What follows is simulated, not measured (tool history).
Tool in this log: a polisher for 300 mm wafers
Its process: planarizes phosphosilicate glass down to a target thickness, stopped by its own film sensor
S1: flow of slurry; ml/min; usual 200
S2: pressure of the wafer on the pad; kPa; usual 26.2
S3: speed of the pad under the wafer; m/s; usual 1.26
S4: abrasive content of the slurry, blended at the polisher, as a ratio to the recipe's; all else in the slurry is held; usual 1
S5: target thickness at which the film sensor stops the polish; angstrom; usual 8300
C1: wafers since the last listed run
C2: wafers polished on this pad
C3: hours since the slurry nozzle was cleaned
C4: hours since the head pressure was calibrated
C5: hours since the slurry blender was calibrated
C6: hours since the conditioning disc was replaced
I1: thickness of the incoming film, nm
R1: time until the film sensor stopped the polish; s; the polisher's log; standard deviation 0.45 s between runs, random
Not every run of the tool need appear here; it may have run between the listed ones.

run    hour   S1    S2    S3    S4    S5    C1    C2     C3      C4     C5     C6      I1    R1
  1       0  200  26.2  1.26     1  7470     0  4561  562.5   582.7   83.5  407.2  1328.9  38.4
       36.1  -- worn pad replaced by a new one
  2    81.4  200  26.2  1.26     1  7470   627   367  643.9   664.1  164.9  488.6  1343.1  39.7
      116.6  -- slurry nozzle cleaned
  3   183.2  200  26.2  1.26     1  8300   817  1184   66.6   765.9  266.7  590.4  1328.2    33
      276.4  -- conditioning disc replaced and pad reconditioned
  4   290.1  200  26.2  1.26     1  8300   850  2034  173.5   872.8  373.6   13.7  1320.7    31
  5   342.4  220  26.2  1.26     1  8300   423  2458  225.8   925.1  425.9     66  1343.2  32.2
  6   432.5  220  26.2  1.26     1  8300   730  3189  315.9  1015.2    516  156.1  1346.4    32
        444  -- head pressure recalibrated
  7     485  220  26.2  1.26     1  8300   409  3598  368.4      41  568.5  208.6  1335.6  34.4
  8   548.4  200  26.2  1.26     1  8300   513  4112  431.8   104.4  631.9    272  1336.1  35.5
  9   588.8  200  26.2  1.26     1  8300   327  4439  472.2   144.8  672.3  312.4  1322.1  34.4
      603.8  -- slurry blender recalibrated
 10   659.5  200  29.6  1.58   0.9  8300   556  4996  542.9   215.5   55.7  383.1  1324.8    28
 11   696.3  200  26.2  1.26     1  8300   298  5295  579.7   252.3   92.5  419.9  1330.1    34
      738.3  -- worn pad replaced by a new one
 12     755  175  18.6  1.26     1  8300   443   135  638.4     311  151.2  478.6  1316.9    47
      762.8  -- slurry nozzle cleaned
      925.1  -- conditioning disc replaced and pad reconditioned
 13    1074  200  26.2  1.26  0.75  8300  2561  2697  311.2     630  470.2  148.9  1321.2  38.4
 14    1128  200  19.3  0.82     1  9500   437  3134  365.2     684  524.2  202.9  1331.8  40.9
 15  1220.9  135  35.2  1.26     1  9220   753  3887  458.1   776.9  617.1  295.8  1326.2  20.4
     1300.5  -- slurry blender recalibrated
 16  1305.5  270  23.4  1.26   1.1  8300   669  4557  542.7   861.5      5  380.4  1340.5  34.3
 17  1376.1  200  26.2  1.04     1  8300   572  5129  613.3   932.1   75.6    451  1351.2    36
     1403.6  -- worn pad replaced by a new one
 18  1439.5  200    20  1.26     1  8300   481   291  676.7   995.5    139  514.4  1301.3  38.2
     1471.4  -- slurry nozzle cleaned
 19    1535  200  26.2  1.26     1  8300   766  1057   63.6    1091  234.5  609.9  1316.8  30.8
     1602.2  -- head pressure recalibrated
     1619.1  -- conditioning disc replaced and pad reconditioned
 20  1813.5  200  26.2  1.26     1  8300  2225  3282  342.1   211.3    513  194.4  1336.7  34.6
     1847.7  -- slurry blender recalibrated
 21  1862.2  200  26.2  1.12     1  7590   378  3660  390.8     260   14.5  243.1  1346.8  41.6
 22  1937.2  200  26.2  1.26     1  9240   607  4268  465.8     335   89.5  318.1  1340.4  27.9
     2033.9  -- worn pad replaced by a new one
 23  2034.8  200  21.4  1.26   1.1  8300   758     7  563.4   432.6  187.1  415.7    1339  39.4
       2110  -- slurry nozzle cleaned
 24  2142.3  200  26.2  1.26     1  9450   863   870   32.3   540.1  294.6  523.2  1333.3  25.8
     2200.6  -- conditioning disc replaced and pad reconditioned
 25  2236.2  200  26.2  1.26     1  8300   744  1615  126.2     634  388.5   35.6  1323.9  31.9
 26  2392.4  200  26.2  1.26     1  8300  1266  2881  282.4   790.2  544.7  191.8  1328.4  31.9

3 ways to go on from here, each from the tool as it stands after run 26. What would each give?
  A  2392.8  200  26.2  1.26    1  8300   3  2884  282.8  790.6  545.1  192.2  1341.3   ?
  B  2392.8  165  33.8   1.6    1  8300   3  2884  282.8  790.6  545.1  192.2  1341.3   ?
  C  2392.8  170  21.4  1.26  1.1  8300   3  2884  282.8  790.6  545.1  192.2  1341.3   ?

run    R1
  A  33.3
  B  23.4
  C  39.8
Stripped of hidden state, with their random variation kept, the same runs would have yielded:
run    R1
  A  36.4
  B  25.6
  C  43.5
